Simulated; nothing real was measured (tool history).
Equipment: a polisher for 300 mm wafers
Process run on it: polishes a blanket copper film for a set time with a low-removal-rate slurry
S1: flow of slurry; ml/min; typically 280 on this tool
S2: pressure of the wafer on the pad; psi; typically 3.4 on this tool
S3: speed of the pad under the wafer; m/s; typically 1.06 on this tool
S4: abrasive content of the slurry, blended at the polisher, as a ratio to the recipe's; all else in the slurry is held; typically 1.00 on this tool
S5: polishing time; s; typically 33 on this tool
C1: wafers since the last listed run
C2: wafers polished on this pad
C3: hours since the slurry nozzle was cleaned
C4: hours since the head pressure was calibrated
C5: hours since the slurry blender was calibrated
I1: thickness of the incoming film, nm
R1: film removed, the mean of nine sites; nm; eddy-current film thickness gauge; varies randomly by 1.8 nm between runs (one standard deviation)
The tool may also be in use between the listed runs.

run 1 hour=0.0 | S1=280 S2=3.4 S3=1.28 S4=0.85 S5=33 | C1=0 C2=456 C3=262.4 C4=219.7 C5=27.1 | I1=1341.3 | R1=151.4
run 2 hour=32.6 | S1=280 S2=3.4 S3=1.28 S4=0.85 S5=33 | C1=512 C2=969 C3=295.0 C4=252.3 C5=59.7 | I1=1338.0 | R1=148.0
run 3 hour=51.0 | S1=280 S2=3.4 S3=1.06 S4=1.00 S5=33 | C1=289 C2=1259 C3=313.4 C4=270.7 C5=78.1 | I1=1320.5 | R1=137.3
run 4 hour=73.3 | S1=280 S2=3.4 S3=1.06 S4=1.00 S5=33 | C1=350 C2=1610 C3=335.7 C4=293.0 C5=100.4 | I1=1335.8 | R1=136.0
-- hour=97.0 worn pad replaced by a new one
run 5 hour=102.1 | S1=280 S2=3.4 S3=1.06 S4=1.00 S5=33 | C1=390 C2=80 C3=364.5 C4=321.8 C5=129.2 | I1=1313.7 | R1=133.6
run 6 hour=128.8 | S1=280 S2=2.7 S3=1.06 S4=1.00 S5=42 | C1=420 C2=500 C3=391.2 C4=348.5 C5=155.9 | I1=1314.9 | R1=137.2
run 7 hour=147.6 | S1=280 S2=2.7 S3=1.06 S4=1.00 S5=42 | C1=295 C2=796 C3=410.0 C4=367.3 C5=174.7 | I1=1334.2 | R1=136.0
run 8 hour=166.3 | S1=355 S2=3.0 S3=1.06 S4=1.00 S5=33 | C1=294 C2=1091 C3=428.7 C4=386.0 C5=193.4 | I1=1320.4 | R1=124.6
run 9 hour=190.9 | S1=280 S2=3.4 S3=1.06 S4=1.00 S5=33 | C1=387 C2=1478 C3=453.3 C4=410.6 C5=218.0 | I1=1340.2 | R1=137.4
run 10 hour=224.3 | S1=280 S2=3.4 S3=1.06 S4=1.00 S5=33 | C1=525 C2=2003 C3=486.7 C4=444.0 C5=251.4 | I1=1305.0 | R1=132.9
-- hour=233.9 worn pad replaced by a new one
run 11 hour=244.4 | S1=280 S2=3.4 S3=1.06 S4=1.00 S5=33 | C1=253 C2=165 C3=506.8 C4=464.1 C5=271.5 | I1=1318.5 | R1=133.1
run 12 hour=270.7 | S1=280 S2=3.4 S3=1.06 S4=1.00 S5=33 | C1=413 C2=579 C3=533.1 C4=490.4 C5=297.8 | I1=1316.3 | R1=132.4
run 13 hour=284.4 | S1=280 S2=3.4 S3=1.06 S4=1.00 S5=33 | C1=215 C2=795 C3=546.8 C4=504.1 C5=311.5 | I1=1317.0 | R1=134.0
run 14 hour=313.0 | S1=280 S2=3.4 S3=1.06 S4=1.00 S5=33 | C1=450 C2=1245 C3=575.4 C4=532.7 C5=340.1 | I1=1332.3 | R1=131.6
run 15 hour=342.0 | S1=280 S2=3.4 S3=1.06 S4=1.00 S5=40 | C1=456 C2=1701 C3=604.4 C4=561.7 C5=369.1 | I1=1322.3 | R1=157.1
-- hour=353.2 slurry blender recalibrated
run 16 hour=364.2 | S1=280 S2=3.4 S3=1.06 S4=1.00 S5=33 | C1=317 C2=2019 C3=626.6 C4=583.9 C5=11.0 | I1=1328.6 | R1=127.4
-- hour=374.4 head pressure recalibrated
-- hour=383.5 worn pad replaced by a new one
run 17 hour=400.5 | S1=280 S2=3.4 S3=1.06 S4=0.90 S5=27 | C1=476 C2=267 C3=662.9 C4=26.1 C5=47.3 | I1=1345.5 | R1=114.0
run 18 hour=427.7 | S1=280 S2=3.4 S3=1.28 S4=0.85 S5=33 | C1=427 C2=695 C3=690.1 C4=53.3 C5=74.5 | I1=1348.8 | R1=157.5
run 19 hour=449.8 | S1=280 S2=3.4 S3=1.06 S4=1.00 S5=25 | C1=347 C2=1043 C3=712.2 C4=75.4 C5=96.6 | I1=1336.3 | R1=105.8
run 20 hour=466.5 | S1=280 S2=2.7 S3=1.06 S4=1.00 S5=42 | C1=262 C2=1305 C3=728.9 C4=92.1 C5=113.3 | I1=1335.6 | R1=142.7
-- hour=468.7 slurry nozzle cleaned
run 21 hour=496.8 | S1=280 S2=3.4 S3=1.06 S4=1.00 S5=33 | C1=461 C2=1766 C3=28.1 C4=122.4 C5=143.6 | I1=1348.1 | R1=136.5
run 22 hour=516.8 | S1=280 S2=3.4 S3=1.06 S4=1.00 S5=29 | C1=314 C2=2081 C3=48.1 C4=142.4 C5=163.6 | I1=1331.2 | R1=122.6
-- hour=530.5 worn pad replaced by a new one
run 23 hour=548.7 | S1=280 S2=3.4 S3=1.06 S4=1.00 S5=33 | C1=439 C2=286 C3=80.0 C4=174.3 C5=195.5 | I1=1335.1 | R1=140.0
run 24 hour=582.4 | S1=280 S2=4.1 S3=1.06 S4=0.75 S5=33 | C1=530 C2=816 C3=113.7 C4=208.0 C5=229.2 | I1=1323.0 | R1=160.0
run 25 hour=615.5 | S1=350 S2=3.4 S3=0.88 S4=1.00 S5=23 | C1=520 C2=1337 C3=146.8 C4=241.1 C5=262.3 | I1=1348.1 | R1=87.8
run 26 hour=646.9 | S1=280 S2=2.2 S3=1.06 S4=1.30 S5=33 | C1=494 C2=1831 C3=178.2 C4=272.5 C5=293.7 | I1=1346.4 | R1=91.4
run 27 hour=666.7 | S1=280 S2=4.2 S3=1.26 S4=1.00 S5=37 | C1=311 C2=2143 C3=198.0 C4=292.3 C5=313.5 | I1=1302.5 | R1=212.1
-- hour=674.0 worn pad replaced by a new one
run 28 hour=682.0 | S1=280 S2=3.4 S3=1.06 S4=1.00 S5=33 | C1=177 C2=126 C3=213.3 C4=307.6 C5=328.8 | I1=1337.9 | R1=137.4
run 29 hour=703.8 | S1=375 S2=3.9 S3=0.92 S4=1.15 S5=33 | C1=343 C2=469 C3=235.1 C4=329.4 C5=350.6 | I1=1328.9 | R1=153.9

What if the next run were any one of these 4? Each begins from the tool's condition after run 29:
run A hour=704.2 | S1=280 S2=3.4 S3=1.06 S4=1.00 S5=33 | C1=6 C2=475 C3=235.5 C4=329.8 C5=351.0 | I1=1334.3 | R1=?
run B hour=704.2 | S1=280 S2=4.6 S3=1.38 S4=0.90 S5=28 | C1=6 C2=475 C3=235.5 C4=329.8 C5=351.0 | I1=1334.3 | R1=?
run C hour=704.2 | S1=365 S2=2.3 S3=1.06 S4=0.75 S5=33 | C1=6 C2=475 C3=235.5 C4=329.8 C5=351.0 | I1=1334.3 | R1=?
run D hour=704.2 | S1=280 S2=3.4 S3=1.20 S4=1.00 S5=22 | C1=6 C2=475 C3=235.5 C4=329.8 C5=351.0 | I1=1334.3 | R1=?

run=A R1=138.3
run=B R1=185.0
run=C R1=91.3
run=D R1=99.7
Had the tool no hidden state, the same runs would have come out as:
run=A R1=142.4
run=B R1=190.4
run=C R1=94.0
run=D R1=102.7
